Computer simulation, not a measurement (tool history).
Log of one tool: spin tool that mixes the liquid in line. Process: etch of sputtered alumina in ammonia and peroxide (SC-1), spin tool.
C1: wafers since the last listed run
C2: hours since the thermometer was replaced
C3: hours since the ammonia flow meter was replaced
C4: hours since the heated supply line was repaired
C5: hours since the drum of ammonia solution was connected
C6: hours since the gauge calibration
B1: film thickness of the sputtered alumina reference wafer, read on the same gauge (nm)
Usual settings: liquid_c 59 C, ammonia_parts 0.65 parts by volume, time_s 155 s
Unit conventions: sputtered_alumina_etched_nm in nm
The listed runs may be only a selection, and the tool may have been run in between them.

run 1 hour=0 | liquid_c=59 ammonia_parts=0.65 time_s=155 | C1=0 C2=1121.1 C3=2025.2 C4=2885.6 C5=407.4 C6=84.7 | B1=120.01 | sputtered_alumina_etched_nm=11.08
run 2 hour=17.8 | liquid_c=59 ammonia_parts=0.65 time_s=155 | C1=86 C2=1138.9 C3=2043 C4=2903.4 C5=425.2 C6=102.5 | B1=120.02 | sputtered_alumina_etched_nm=11.06
run 3 hour=33.9 | liquid_c=59 ammonia_parts=0.65 time_s=155 | C1=77 C2=1155 C3=2059.1 C4=2919.5 C5=441.3 C6=118.6 | B1=120.01 | sputtered_alumina_etched_nm=11
run 4 hour=56.6 | liquid_c=59 ammonia_parts=0.65 time_s=155 | C1=109 C2=1177.7 C3=2081.8 C4=2942.2 C5=464 C6=141.3 | B1=119.98 | sputtered_alumina_etched_nm=11.07
run 5 hour=73 | liquid_c=59 ammonia_parts=0.65 time_s=155 | C1=79 C2=1194.1 C3=2098.2 C4=2958.6 C5=480.4 C6=157.7 | B1=120 | sputtered_alumina_etched_nm=11.11
run 6 hour=82.9 | liquid_c=59 ammonia_parts=0.65 time_s=155 | C1=47 C2=1204 C3=2108.1 C4=2968.5 C5=490.3 C6=167.6 | B1=120.02 | sputtered_alumina_etched_nm=11.06
run 7 hour=94.9 | liquid_c=59 ammonia_parts=0.65 time_s=155 | C1=58 C2=1216 C3=2120.1 C4=2980.5 C5=502.3 C6=179.6 | B1=120.02 | sputtered_alumina_etched_nm=11.03
-- hour=104.2 thermometer replaced
run 8 hour=105.2 | liquid_c=59 ammonia_parts=0.65 time_s=155 | C1=45 C2=1 C3=2130.4 C4=2990.8 C5=512.6 C6=189.9 | B1=120 | sputtered_alumina_etched_nm=9.83
run 9 hour=114.2 | liquid_c=59 ammonia_parts=0.65 time_s=180 | C1=43 C2=10 C3=2139.4 C4=2999.8 C5=521.6 C6=198.9 | B1=120.05 | sputtered_alumina_etched_nm=11.35
run 10 hour=126.4 | liquid_c=64 ammonia_parts=0.65 time_s=90 | C1=59 C2=22.2 C3=2151.6 C4=3012 C5=533.8 C6=211.1 | B1=119.98 | sputtered_alumina_etched_nm=7.33
run 11 hour=133.7 | liquid_c=53.5 ammonia_parts=0.65 time_s=155 | C1=35 C2=29.5 C3=2158.9 C4=3019.3 C5=541.1 C6=218.4 | B1=119.98 | sputtered_alumina_etched_nm=7.22
run 12 hour=140.1 | liquid_c=55.5 ammonia_parts=0.65 time_s=155 | C1=30 C2=35.9 C3=2165.3 C4=3025.7 C5=547.5 C6=224.8 | B1=120 | sputtered_alumina_etched_nm=8.14
run 13 hour=155.2 | liquid_c=59 ammonia_parts=0.65 time_s=155 | C1=73 C2=51 C3=2180.4 C4=3040.8 C5=562.6 C6=239.9 | B1=119.95 | sputtered_alumina_etched_nm=9.75
-- hour=157 ammonia flow meter replaced
run 14 hour=171.5 | liquid_c=52.5 ammonia_parts=0.55 time_s=155 | C1=74 C2=67.3 C3=14.5 C4=3057.1 C5=578.9 C6=256.2 | B1=120.05 | sputtered_alumina_etched_nm=6.81
run 15 hour=179.8 | liquid_c=49.5 ammonia_parts=0.65 time_s=130 | C1=40 C2=75.6 C3=22.8 C4=3065.4 C5=587.2 C6=264.5 | B1=119.99 | sputtered_alumina_etched_nm=4.88
run 16 hour=188.7 | liquid_c=59 ammonia_parts=0.65 time_s=155 | C1=43 C2=84.5 C3=31.7 C4=3074.3 C5=596.1 C6=273.4 | B1=120.01 | sputtered_alumina_etched_nm=9.8
run 17 hour=202.2 | liquid_c=50 ammonia_parts=0.65 time_s=155 | C1=65 C2=98 C3=45.2 C4=3087.8 C5=609.6 C6=286.9 | B1=120 | sputtered_alumina_etched_nm=6
run 18 hour=217.3 | liquid_c=59 ammonia_parts=0.4 time_s=155 | C1=73 C2=113.1 C3=60.3 C4=3102.9 C5=624.7 C6=302 | B1=120 | sputtered_alumina_etched_nm=9.25
-- hour=225.5 heated supply line repaired
-- hour=227.4 gauge calibrated
run 19 hour=231.1 | liquid_c=67 ammonia_parts=0.65 time_s=205 | C1=61 C2=126.9 C3=74.1 C4=5.6 C5=638.5 C6=3.7 | B1=120 | sputtered_alumina_etched_nm=25.16
run 20 hour=247.4 | liquid_c=59 ammonia_parts=0.65 time_s=65 | C1=78 C2=143.2 C3=90.4 C4=21.9 C5=654.8 C6=20 | B1=120.02 | sputtered_alumina_etched_nm=5.34
-- hour=256.6 new drum of ammonia solution connected
run 21 hour=262.1 | liquid_c=59 ammonia_parts=0.65 time_s=80 | C1=66 C2=157.9 C3=105.1 C4=36.6 C5=5.5 C6=34.7 | B1=119.97 | sputtered_alumina_etched_nm=6.59
run 22 hour=271.6 | liquid_c=59 ammonia_parts=0.65 time_s=155 | C1=45 C2=167.4 C3=114.6 C4=46.1 C5=15 C6=44.2 | B1=119.99 | sputtered_alumina_etched_nm=12.69
run 23 hour=288.1 | liquid_c=59 ammonia_parts=0.65 time_s=155 | C1=79 C2=183.9 C3=131.1 C4=62.6 C5=31.5 C6=60.7 | B1=120 | sputtered_alumina_etched_nm=12.63
run 24 hour=300.2 | liquid_c=56 ammonia_parts=0.5 time_s=85 | C1=58 C2=196 C3=143.2 C4=74.7 C5=43.6 C6=72.8 | B1=119.99 | sputtered_alumina_etched_nm=5.83
run 25 hour=315.6 | liquid_c=59 ammonia_parts=0.75 time_s=155 | C1=74 C2=211.4 C3=158.6 C4=90.1 C5=59 C6=88.2 | B1=120.02 | sputtered_alumina_etched_nm=12.98
run 26 hour=330.1 | liquid_c=59 ammonia_parts=0.65 time_s=155 | C1=70 C2=225.9 C3=173.1 C4=104.6 C5=73.5 C6=102.7 | B1=119.98 | sputtered_alumina_etched_nm=12.75

Across each entry between runs, compare the hidden state at the last listed run before it with the hidden state at the first listed run after it:
From run 7 to run 8: thermometer replaced (hour 104.2)
  liquid hotter than its thermometer reads (K): 2.44 -> 0.0625; temperature lost on the way to the wafer (K): 4.93 -> 4.95
  measured value less the no-hidden-state value, sputtered_alumina_etched_nm: -1.53 -> -2.88 nm
From run 13 to run 14: ammonia flow meter replaced (hour 157)
  liquid hotter than its thermometer reads (K): 0.161 -> 0.193; temperature lost on the way to the wafer (K): 5.02 -> 5.04
  measured value less the no-hidden-state value, sputtered_alumina_etched_nm: -2.84 -> -2.08 nm
From run 18 to run 19: heated supply line repaired (hour 225.5); gauge calibrated (hour 227.4)
  liquid hotter than its thermometer reads (K): 0.283 -> 0.311; temperature lost on the way to the wafer (K): 5.1 -> 0.165
  measured value less the no-hidden-state value, sputtered_alumina_etched_nm: -2.66 -> +0.18 nm
From run 20 to run 21: new drum of ammonia solution connected (hour 256.6)
  liquid hotter than its thermometer reads (K): 0.343 -> 0.372; temperature lost on the way to the wafer (K): 0.187 -> 0.207
  measured value less the no-hidden-state value, sputtered_alumina_etched_nm: +0.04 -> +0.06 nm

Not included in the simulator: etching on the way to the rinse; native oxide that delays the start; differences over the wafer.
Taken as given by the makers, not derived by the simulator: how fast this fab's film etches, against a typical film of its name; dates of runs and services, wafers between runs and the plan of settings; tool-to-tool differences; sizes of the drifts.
